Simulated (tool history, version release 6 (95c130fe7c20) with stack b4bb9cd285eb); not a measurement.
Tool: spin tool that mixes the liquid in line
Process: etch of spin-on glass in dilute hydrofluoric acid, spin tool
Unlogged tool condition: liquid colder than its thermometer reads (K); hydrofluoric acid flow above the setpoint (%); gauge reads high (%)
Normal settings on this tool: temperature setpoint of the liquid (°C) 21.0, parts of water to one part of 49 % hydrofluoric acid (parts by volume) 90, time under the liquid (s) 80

run    hour  temperature setpoint of the liquid (°C)  parts of water to one part of 49 % hydrofluoric acid (parts by volume)  time under the liquid (s)  wafers since the last listed run  hours since the thermometer was replaced  hours since the hydrofluoric acid flow meter was replaced  hours since the gauge calibration  read-back film thickness of the spin-on glass reference wafer, read on the same gauge (nm)  thickness taken off the spin-on glass on a monitor wafer (Å)
  1     0.0                                     21.0                                                                      90                         80                                 0                                    2202.5                                                      804.6                             1224.7                                                                                       29.99                                                         520.7
  2    88.2                                     21.0                                                                      90                         80                              1293                                    2290.7                                                      892.8                             1312.9                                                                                       30.02                                                         520.0
  3   192.5                                     21.0                                                                      90                         80                              1529                                    2395.0                                                      997.1                             1417.2                                                                                       29.99                                                         508.7
  4   295.2                                     21.0                                                                      90                         80                              1506                                    2497.7                                                     1099.8                             1519.9                                                                                       29.99                                                         518.9
      326.5  -- thermometer replaced
  5   478.3                                     21.0                                                                      90                         80                              2670                                     151.8                                                     1282.9                             1703.0                                                                                       30.01                                                         492.9
  6   565.6                                     21.0                                                                      90                         80                              1280                                     239.1                                                     1370.2                             1790.3                                                                                       30.01                                                         494.8
  7   629.1                                     21.0                                                                      90                         80                               931                                     302.6                                                     1433.7                             1853.8                                                                                       30.00                                                         492.3
  8   721.2                                     21.0                                                                      90                         80                              1350                                     394.7                                                     1525.8                             1945.9                                                                                       29.98                                                         482.0
  9   821.8                                     21.0                                                                      60                         80                              1475                                     495.3                                                     1626.4                             2046.5                                                                                       30.00                                                         748.9
 10   922.2                                     21.0                                                                      90                         80                              1472                                     595.7                                                     1726.8                             2146.9                                                                                       30.01                                                         484.5
 11   985.8                                     21.0                                                                      90                         80                               932                                     659.3                                                     1790.4                             2210.5                                                                                       30.01                                                         478.3
     1063.3  -- thermometer replaced, repeated, since the last time left the tool worse
 12  1086.3                                     23.0                                                                      90                         80                              1459                                      23.0                                                     1890.9                             2311.0                                                                                       30.01                                                         593.5
 13  1138.9                                     19.5                                                                      55                         65                               771                                      75.6                                                     1943.5                             2363.6                                                                                       30.00                                                         714.6
 14  1235.8                                     21.0                                                                      90                         80                              1421                                     172.5                                                     2040.4                             2460.5                                                                                       30.00                                                         532.9
 15  1276.0                                     24.0                                                                     125                        105                               589                                     212.7                                                     2080.6                             2500.7                                                                                       30.00                                                         554.2
 16  1376.3                                     25.0                                                                      90                         80                              1470                                     313.0                                                     2180.9                             2601.0                                                                                       30.00                                                         636.4
 17  1457.6                                     21.0                                                                      90                         80                              1192                                     394.3                                                     2262.2                             2682.3                                                                                       30.00                                                         543.7
 18  1497.8                                     26.0                                                                      90                         80                               589                                     434.5                                                     2302.4                             2722.5                                                                                       29.99                                                         657.9
 19  1562.8                                     18.5                                                                      90                         80                               953                                     499.5                                                     2367.4                             2787.5                                                                                       30.00                                                         487.9
 20  1645.4                                     25.5                                                                      55                         40                              1211                                     582.1                                                     2450.0                             2870.1                                                                                       30.00                                                         556.8
     1729.7  -- hydrofluoric acid flow meter replaced
 21  1739.4                                     18.0                                                                      90                        110                              1363                                     676.1                                                        9.7                             2964.1                                                                                       30.00                                                         668.8
 22  1809.4                                     21.0                                                                      90                         80                              1026                                     746.1                                                       79.7                             3034.1                                                                                       30.00                                                         540.2
     1840.8  -- gauge calibrated
 23  1896.8                                     24.0                                                                      90                         80                              1281                                     833.5                                                      167.1                               56.0                                                                                       30.02                                                         602.7
 24  1982.5                                     17.0                                                                     115                        110                              1256                                     919.2                                                      252.8                              141.7                                                                                       30.00                                                         468.6
 25  2022.9                                     21.0                                                                      90                         80                               592                                     959.6                                                      293.2                              182.1                                                                                       30.01                                                         537.7
 26  2080.4                                     19.0                                                                     110                        100                               843                                    1017.1                                                      350.7                              239.6                                                                                       30.01                                                         494.3
 27  2180.7                                     21.0                                                                      50                         80                              1470                                    1117.4                                                      451.0                              339.9                                                                                       29.99                                                        1003.8
 28  2222.9                                     21.0                                                                      90                         45                               618                                    1159.6                                                      493.2                              382.1                                                                                       29.99                                                         303.9
 29  2269.2                                     21.0                                                                      90                         80                               679                                    1205.9                                                      539.5                              428.4                                                                                       30.00                                                         536.4
 30  2349.7                                     19.0                                                                      90                         80                              1180                                    1286.4                                                      620.0                              508.9                                                                                       29.99                                                         482.5
 31  2436.7                                     19.0                                                                      75                         40                              1275                                    1373.4                                                      707.0                              595.9                                                                                       30.00                                                         298.6
 32  2522.9                                     21.0                                                                     120                         65                              1264                                    1459.6                                                      793.2                              682.1                                                                                       30.00                                                         309.4
 33  2597.5                                     18.0                                                                      90                         65                              1094                                    1534.2                                                      867.8                              756.7                                                                                       29.99                                                         377.1
 34  2666.9                                     21.0                                                                      90                         80                              1017                                    1603.6                                                      937.2                              826.1                                                                                       30.00                                                         519.9

Exercise: give the hidden state of the tool at every run:
hydrofluoric acid flow above the setpoint (%): 0 across all the runs
gauge reads high (%): 0 across all the runs
H1: liquid colder than its thermometer reads (K)
run     H1
  1   1.42
  2   1.48
  3   1.54
  4   1.61
  5   2.89
  6   2.95
  7   2.99
  8   3.05
  9   3.11
 10   3.17
 11   3.21
 12  0.125
 13  0.158
 14  0.219
 15  0.244
 16  0.307
 17  0.358
 18  0.383
 19  0.424
 20  0.476
 21  0.534
 22  0.578
 23  0.633
 24  0.687
 25  0.712
 26  0.748
 27  0.811
 28  0.838
 29  0.867
 30  0.917
 31  0.972
 32   1.03
 33   1.07
 34   1.12
